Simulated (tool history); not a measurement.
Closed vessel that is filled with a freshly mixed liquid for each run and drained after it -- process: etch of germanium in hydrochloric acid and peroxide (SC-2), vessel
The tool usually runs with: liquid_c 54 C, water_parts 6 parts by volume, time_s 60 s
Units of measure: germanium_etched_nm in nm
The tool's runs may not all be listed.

run,hour,liquid_c,water_parts,time_s,wafers since the last listed run,hours since the thermometer was replaced,hours since the chemicals flow meter was replaced,hours since the drum of peroxide was connected,hours since the gauge calibration,"read-back film thickness of the germanium reference wafer, read on the same gauge (nm)",germanium_etched_nm
1,0,54,4.5,60,0,1385.4,336.8,231,1864.8,120.01,121.04
2,60.4,54,4.5,60,6638,1445.8,397.2,291.4,1925.2,119.96,120.72
3,99.2,54,4.5,60,4264,1484.6,436,330.2,1964,119.96,121.46
# hour 194.7: gauge calibrated
4,195.4,58.5,6,60,10572,1580.8,532.2,426.4,0.7,119.99,137.22
5,293.1,54,6,60,10737,1678.5,629.9,524.1,98.4,119.97,119.55
6,389.9,54,6,80,10638,1775.3,726.7,620.9,195.2,120.04,160.04
7,482.3,54,6,80,10154,1867.7,819.1,713.3,287.6,120,159.77
8,572.5,54,6,80,9913,1957.9,909.3,803.5,377.8,119.95,160.29
9,666.6,54,6,60,10341,2052,1003.4,897.6,471.9,120.03,119.68
# hour 689.1: new drum of peroxide connected
10,725.6,54,6,60,6374,2111,1062.4,36.5,530.9,120.03,121
11,818.1,54,6,60,10165,2203.5,1154.9,129,623.4,120.01,120.32
12,877.9,54,6,30,6572,2263.3,1214.7,188.8,683.2,120.01,60.16
# hour 886.3: thermometer replaced
13,944.7,54,6,30,7231,58.4,1281.5,255.6,750,119.95,59.44
14,1035.1,54,6,60,9935,148.8,1371.9,346,840.4,119.98,118.92
15,1084.1,48,8.5,60,5385,197.8,1420.9,395,889.4,120,96
# hour 1120.9: chemicals flow meter replaced
16,1127.2,57,5,70,4626,240.9,6.3,438.1,932.5,120,153.48
17,1186.6,58,4,30,6528,300.3,65.7,497.5,991.9,119.97,68.27
18,1406.8,54,6,60,24200,520.5,285.9,717.7,1212.1,120.02,118.74
19,1506.3,59.5,6,40,10935,620,385.4,817.2,1311.6,119.99,93.88
20,1588.7,62.5,6,50,9055,702.4,467.8,899.6,1394,120.02,127.35
21,1688.5,59,8,30,10968,802.2,567.6,999.4,1493.8,119.97,67.86
22,1725.1,54,6,60,4022,838.8,604.2,1036,1530.4,120.01,119.1
23,1823.1,45.5,5,75,10770,936.8,702.2,1134,1628.4,120.03,113.72
# hour 1859.6: new drum of peroxide connected
24,1922.1,54,6,60,10770,1035.8,801.2,62.5,1727.4,120.04,119.43
# hour 1922.3: gauge calibrated
25,1978.8,54,8.5,50,6231,1092.5,857.9,119.2,56.5,120,97.48
26,2051.2,54,5,60,7956,1164.9,930.3,191.6,128.9,120,120.56
27,2156.4,54,4,60,11561,1270.1,1035.5,296.8,234.1,120,120.86
28,2264.2,44.5,6,60,11847,1377.9,1143.3,404.6,341.9,120.01,88.1
# hour 2276: chemicals flow meter replaced
29,2349.3,56.5,8,60,9242,1463,73.3,489.7,427,120.04,126.64
30,2455.3,57,8,60,11649,1569,179.3,595.7,533,120.01,128.65

Describe how what the log doesn't record of the tool's condition differs between the last listed run preceding each entry between runs and the first listed run following it.
From run 3 to run 4: gauge calibrated (hour 194.7)
  liquid hotter than its thermometer reads (K): 0.331 -> 0.351; peroxide weaker than its label (%): 2.68 -> 3.4
  measured result minus the result with no hidden state, germanium_etched_nm: +1.07 -> +1.06 nm
From run 9 to run 10: new drum of peroxide connected (hour 689.1)
  liquid hotter than its thermometer reads (K): 0.445 -> 0.457; peroxide weaker than its label (%): 6.97 -> 0.431
  measured result minus the result with no hidden state, germanium_etched_nm: +0.99 -> +1.68 nm
From run 12 to run 13: thermometer replaced (hour 886.3)
  liquid hotter than its thermometer reads (K): 0.488 -> 0.0117; peroxide weaker than its label (%): 1.58 -> 2.09
  measured result minus the result with no hidden state, germanium_etched_nm: +0.84 -> -0.08 nm
From run 15 to run 16: chemicals flow meter replaced (hour 1120.9)
  liquid hotter than its thermometer reads (K): 0.0397 -> 0.0484; peroxide weaker than its label (%): 3.14 -> 3.47
  measured result minus the result with no hidden state, germanium_etched_nm: -0.19 -> -0.13 nm
From run 23 to run 24: new drum of peroxide connected (hour 1859.6)
  liquid hotter than its thermometer reads (K): 0.188 -> 0.208; peroxide weaker than its label (%): 8.73 -> 1.21
  measured result minus the result with no hidden state, germanium_etched_nm: +0.11 -> +0.67 nm
From run 24 to run 25: gauge calibrated (hour 1922.3)
  liquid hotter than its thermometer reads (K): 0.208 -> 0.219; peroxide weaker than its label (%): 1.21 -> 1.64
  measured result minus the result with no hidden state, germanium_etched_nm: +0.67 -> +0.48 nm
From run 28 to run 29: chemicals flow meter replaced (hour 2276)
  liquid hotter than its thermometer reads (K): 0.277 -> 0.294; peroxide weaker than its label (%): 3.8 -> 4.44
  measured result minus the result with no hidden state, germanium_etched_nm: +0.58 -> +0.5 nm

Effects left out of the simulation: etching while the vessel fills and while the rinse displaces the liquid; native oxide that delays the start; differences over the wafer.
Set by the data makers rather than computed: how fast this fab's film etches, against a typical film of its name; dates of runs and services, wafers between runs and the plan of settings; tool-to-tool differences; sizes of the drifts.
